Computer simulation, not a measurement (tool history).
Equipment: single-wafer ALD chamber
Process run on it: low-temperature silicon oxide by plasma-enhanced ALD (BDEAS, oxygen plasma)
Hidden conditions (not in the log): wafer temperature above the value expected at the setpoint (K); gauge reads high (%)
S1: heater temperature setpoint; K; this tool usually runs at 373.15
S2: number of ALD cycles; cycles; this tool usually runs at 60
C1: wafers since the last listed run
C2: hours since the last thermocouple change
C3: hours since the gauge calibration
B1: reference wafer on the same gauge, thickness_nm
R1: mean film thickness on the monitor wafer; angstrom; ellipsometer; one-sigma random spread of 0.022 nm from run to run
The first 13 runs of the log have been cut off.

Run 14, hour 170.7: usual settings but S2 68 cycles; C1 115; C2 2141.4; C3 24.1; B1 7.032. Result: R1 99.15 angstrom.
Run 15, hour 207.1: usual settings but S2 68 cycles; C1 199; C2 2177.8; C3 60.5; B1 7.039. Result: R1 99.85 angstrom.
Run 16, hour 221.6: usual settings but S1 367.15 K, S2 54 cycles; C1 79; C2 2192.3; C3 75; B1 7.047. Result: R1 80.55 angstrom.
Run 17, hour 229.8: usual settings but S1 377.15 K; C1 44; C2 2200.5; C3 83.2; B1 7.05. Result: R1 87.46 angstrom.
Run 18, hour 243.8: usual settings but S1 388.15 K; C1 76; C2 2214.5; C3 97.2; B1 7.057. Result: R1 86.2 angstrom.
Run 19, hour 256.1: usual settings but S1 362.15 K, S2 69 cycles; C1 67; C2 2226.8; C3 109.5; B1 7.056. Result: R1 104.69 angstrom.
Run 20, hour 271.2: usual settings but S2 71 cycles; C1 82; C2 2241.9; C3 124.6; B1 7.06. Result: R1 103.94 angstrom.
Run 21, hour 280: usual settings but S1 383.15 K; C1 48; C2 2250.7; C3 133.4; B1 7.063. Result: R1 86.62 angstrom.
Run 22, hour 292.7: usual settings but S1 386.15 K, S2 56 cycles; C1 69; C2 2263.4; C3 146.1; B1 7.065. Result: R1 80.77 angstrom.
At hour 301.2: thermocouple changed; heater temperature recalibrated.
Run 23, hour 302.8: usual settings but S1 365.15 K, S2 53 cycles; C1 11; C2 1.6; C3 156.2; B1 7.066. Result: R1 79.99 angstrom.
Run 24, hour 312.4: usual settings but S1 385.15 K, S2 49 cycles; C1 52; C2 11.2; C3 165.8; B1 7.07. Result: R1 70.63 angstrom.
Run 25, hour 319.5: usual settings but S1 381.15 K, S2 65 cycles; C1 38; C2 18.3; C3 172.9; B1 7.069. Result: R1 94.42 angstrom.
Run 26, hour 330.9: usual settings; C1 62; C2 29.7; C3 184.3; B1 7.079. Result: R1 88.8 angstrom.
Run 27, hour 346.4: usual settings but S1 387.15 K; C1 84; C2 45.2; C3 199.8; B1 7.078. Result: R1 86.39 angstrom.
Run 28, hour 353.8: usual settings; C1 40; C2 52.6; C3 207.2; B1 7.082. Result: R1 88.38 angstrom.
Run 29, hour 360: usual settings but S1 367.15 K; C1 33; C2 58.8; C3 213.4; B1 7.085. Result: R1 89.95 angstrom.
Run 30, hour 372.7: usual settings; C1 69; C2 71.5; C3 226.1; B1 7.09. Result: R1 88.32 angstrom.
Run 31, hour 381.4: usual settings; C1 47; C2 80.2; C3 234.8; B1 7.087. Result: R1 88.38 angstrom.

Here are 4 independent what-if runs from the current tool condition. What would each one return?
Run A, hour 381.9: usual settings; C1 2; C2 80.7; C3 235.3; B1 ?. Result: R1 ?.
Run B, hour 381.9: usual settings but S1 378.15 K, S2 63 cycles; C1 2; C2 80.7; C3 235.3; B1 ?. Result: R1 ?.
Run C, hour 381.9: usual settings but S1 378.15 K, S2 71 cycles; C1 2; C2 80.7; C3 235.3; B1 ?. Result: R1 ?.
Run D, hour 381.9: usual settings but S1 360.15 K; C1 2; C2 80.7; C3 235.3; B1 ?. Result: R1 ?.

run     B1      R1
  A  7.091   88.39
  B  7.091   92.08
  C  7.091  103.77
  D  7.091   92.04
With the hidden condition removed and each run's random variation left untouched, the same runs would have given:
run      R1
  A   87.52
  B   91.17
  C  102.75
  D   91.14
